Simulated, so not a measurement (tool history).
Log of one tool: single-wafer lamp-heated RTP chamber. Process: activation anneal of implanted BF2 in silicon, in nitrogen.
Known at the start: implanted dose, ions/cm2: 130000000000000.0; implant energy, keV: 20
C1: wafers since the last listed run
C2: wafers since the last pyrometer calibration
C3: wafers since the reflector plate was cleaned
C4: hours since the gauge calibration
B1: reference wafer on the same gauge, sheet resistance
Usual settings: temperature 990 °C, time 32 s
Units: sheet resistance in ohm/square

{"run": 1, "hour": 0.0, "temperature": 990, "time": 32, "C1": 0, "C2": 661, "C3": 4070, "C4": 74.5, "B1": 706.12, "sheet resistance": 805.89}
{"run": 2, "hour": 9.9, "temperature": 990, "time": 32, "C1": 106, "C2": 768, "C3": 4177, "C4": 84.4, "B1": 706.49, "sheet resistance": 806.29}
{"run": 3, "hour": 23.6, "temperature": 1007, "time": 32, "C1": 147, "C2": 915, "C3": 4324, "C4": 98.1, "B1": 705.96, "sheet resistance": 800.51}
{"run": 4, "hour": 37.1, "temperature": 1007, "time": 32, "C1": 145, "C2": 1060, "C3": 4470, "C4": 111.6, "B1": 705.62, "sheet resistance": 799.19}
{"run": 5, "hour": 50.6, "temperature": 1007, "time": 32, "C1": 145, "C2": 1206, "C3": 4615, "C4": 125.1, "B1": 705.61, "sheet resistance": 799}
{"run": 6, "hour": 60.6, "temperature": 990, "time": 32, "C1": 107, "C2": 1314, "C3": 4723, "C4": 135.1, "B1": 706.32, "sheet resistance": 805.67}
{"run": 7, "hour": 70.9, "temperature": 990, "time": 32, "C1": 110, "C2": 1425, "C3": 4834, "C4": 145.4, "B1": 705.32, "sheet resistance": 805.29}
{"hour": 83.5, "done": "reflector plate cleaned"}
{"run": 8, "hour": 84.0, "temperature": 990, "time": 32, "C1": 54, "C2": 1479, "C3": 5, "C4": 158.5, "B1": 705.99, "sheet resistance": 803.29}
{"run": 9, "hour": 94.8, "temperature": 990, "time": 19, "C1": 116, "C2": 1596, "C3": 121, "C4": 169.3, "B1": 705.91, "sheet resistance": 808.19}
{"hour": 103.7, "done": "gauge calibrated"}
{"run": 10, "hour": 107.2, "temperature": 990, "time": 32, "C1": 133, "C2": 1729, "C3": 255, "C4": 3.5, "B1": 706.33, "sheet resistance": 802.44}
{"run": 11, "hour": 114.3, "temperature": 978, "time": 20, "C1": 76, "C2": 1806, "C3": 331, "C4": 10.6, "B1": 706.08, "sheet resistance": 811.91}
{"hour": 126.9, "done": "pyrometer window cleaned and pyrometer calibrated"}
{"run": 12, "hour": 127.4, "temperature": 990, "time": 32, "C1": 54, "C2": 5, "C3": 386, "C4": 23.7, "B1": 705.78, "sheet resistance": 807.34}
{"run": 13, "hour": 131.3, "temperature": 990, "time": 32, "C1": 42, "C2": 47, "C3": 428, "C4": 27.6, "B1": 706.68, "sheet resistance": 805.13}

The next listed run, before its measurement:
{"run": 14, "hour": 141.3, "temperature": 1014, "time": 43, "C1": 107, "C2": 154, "C3": 536, "C4": 37.6, "B1": "?", "sheet resistance": "?"}

{"run 14": {"B1": 706.04, "sheet resistance": 793.08}}
Without the tool's hidden state the same run would have given sheet resistance 793.2 ohm/square.

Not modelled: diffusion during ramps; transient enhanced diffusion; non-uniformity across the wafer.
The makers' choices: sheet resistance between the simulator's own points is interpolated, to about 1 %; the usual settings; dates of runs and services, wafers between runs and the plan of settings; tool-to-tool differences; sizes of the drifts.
